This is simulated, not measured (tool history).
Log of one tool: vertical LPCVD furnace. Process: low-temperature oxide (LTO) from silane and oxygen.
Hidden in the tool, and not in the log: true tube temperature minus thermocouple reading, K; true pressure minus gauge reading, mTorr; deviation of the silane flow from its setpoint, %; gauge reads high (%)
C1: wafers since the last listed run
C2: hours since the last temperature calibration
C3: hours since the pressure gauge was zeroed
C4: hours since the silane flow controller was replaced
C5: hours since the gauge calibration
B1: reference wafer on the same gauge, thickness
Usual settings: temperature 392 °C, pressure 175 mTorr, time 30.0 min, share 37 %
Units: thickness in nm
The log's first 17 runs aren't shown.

Run 18, hour 502.9: usual settings but temperature 395 °C, pressure 210 mTorr, time 33.5 min; C1 400; C2 46.7; C3 286.5; C4 94.0; C5 395.8; B1 190.12. Result: thickness 241.74 nm.
Run 19, hour 534.1: usual settings but pressure 210 mTorr, time 18.5 min, share 41 %; C1 462; C2 77.9; C3 317.7; C4 125.2; C5 427.0; B1 189.88. Result: thickness 145.81 nm.
Run 20, hour 557.3: usual settings but temperature 387 °C, pressure 195 mTorr; C1 344; C2 101.1; C3 340.9; C4 148.4; C5 450.2; B1 189.85. Result: thickness 181.56 nm.
Run 21, hour 575.3: usual settings; C1 267; C2 119.1; C3 358.9; C4 166.4; C5 468.2; B1 189.94. Result: thickness 173.27 nm.
Run 22, hour 606.5: usual settings but temperature 386 °C; C1 462; C2 150.3; C3 390.1; C4 197.6; C5 499.4; B1 190.13. Result: thickness 162.22 nm.
Run 23, hour 640.0: usual settings but temperature 403 °C, pressure 140 mTorr, time 34.5 min, share 41 %; C1 497; C2 183.8; C3 423.6; C4 231.1; C5 532.9; B1 189.76. Result: thickness 207.50 nm.
Run 24, hour 665.1: usual settings; C1 372; C2 208.9; C3 448.7; C4 256.2; C5 558.0; B1 190.14. Result: thickness 172.97 nm.
Run 25, hour 679.7: usual settings; C1 216; C2 223.5; C3 463.3; C4 270.8; C5 572.6; B1 189.83. Result: thickness 174.83 nm.
Run 26, hour 702.5: usual settings but time 38.0 min; C1 338; C2 246.3; C3 486.1; C4 293.6; C5 595.4; B1 190.00. Result: thickness 219.85 nm.
Run 27, hour 732.7: usual settings but temperature 386 °C, pressure 155 mTorr, share 44 %; C1 448; C2 276.5; C3 516.3; C4 323.8; C5 625.6; B1 190.01. Result: thickness 177.71 nm.
Run 28, hour 748.3: usual settings but share 30 %; C1 231; C2 292.1; C3 531.9; C4 339.4; C5 641.2; B1 190.03. Result: thickness 128.97 nm.
Run 29, hour 761.6: usual settings; C1 197; C2 305.4; C3 545.2; C4 352.7; C5 654.5; B1 189.92. Result: thickness 174.96 nm.
Run 30, hour 783.1: usual settings but temperature 385 °C, pressure 155 mTorr, share 42 %; C1 319; C2 326.9; C3 566.7; C4 374.2; C5 676.0; B1 190.21. Result: thickness 167.78 nm.
Run 31, hour 796.1: usual settings but pressure 135 mTorr, time 24.0 min, share 44 %; C1 192; C2 339.9; C3 579.7; C4 387.2; C5 689.0; B1 189.92. Result: thickness 133.00 nm.
Run 32, hour 820.4: usual settings; C1 360; C2 364.2; C3 604.0; C4 411.5; C5 713.3; B1 189.81. Result: thickness 173.38 nm.

3 ways to go on from here, each from the tool as it stands after run 32. What would each give?
Run A, hour 824.3: usual settings but temperature 403 °C; C1 57; C2 368.1; C3 607.9; C4 415.4; C5 717.2; B1 ?. Result: thickness ?.
Run B, hour 824.3: usual settings but temperature 387 °C; C1 57; C2 368.1; C3 607.9; C4 415.4; C5 717.2; B1 ?. Result: thickness ?.
Run C, hour 824.3: usual settings but temperature 400 °C, share 42 %; C1 57; C2 368.1; C3 607.9; C4 415.4; C5 717.2; B1 ?. Result: thickness ?.

run      B1  thickness
  A  189.88     199.81
  B  189.88     166.24
  C  189.88     225.10
Without the tool's hidden state the same runs would have given:
run  thickness
  A     198.92
  B     165.46
  C     224.12
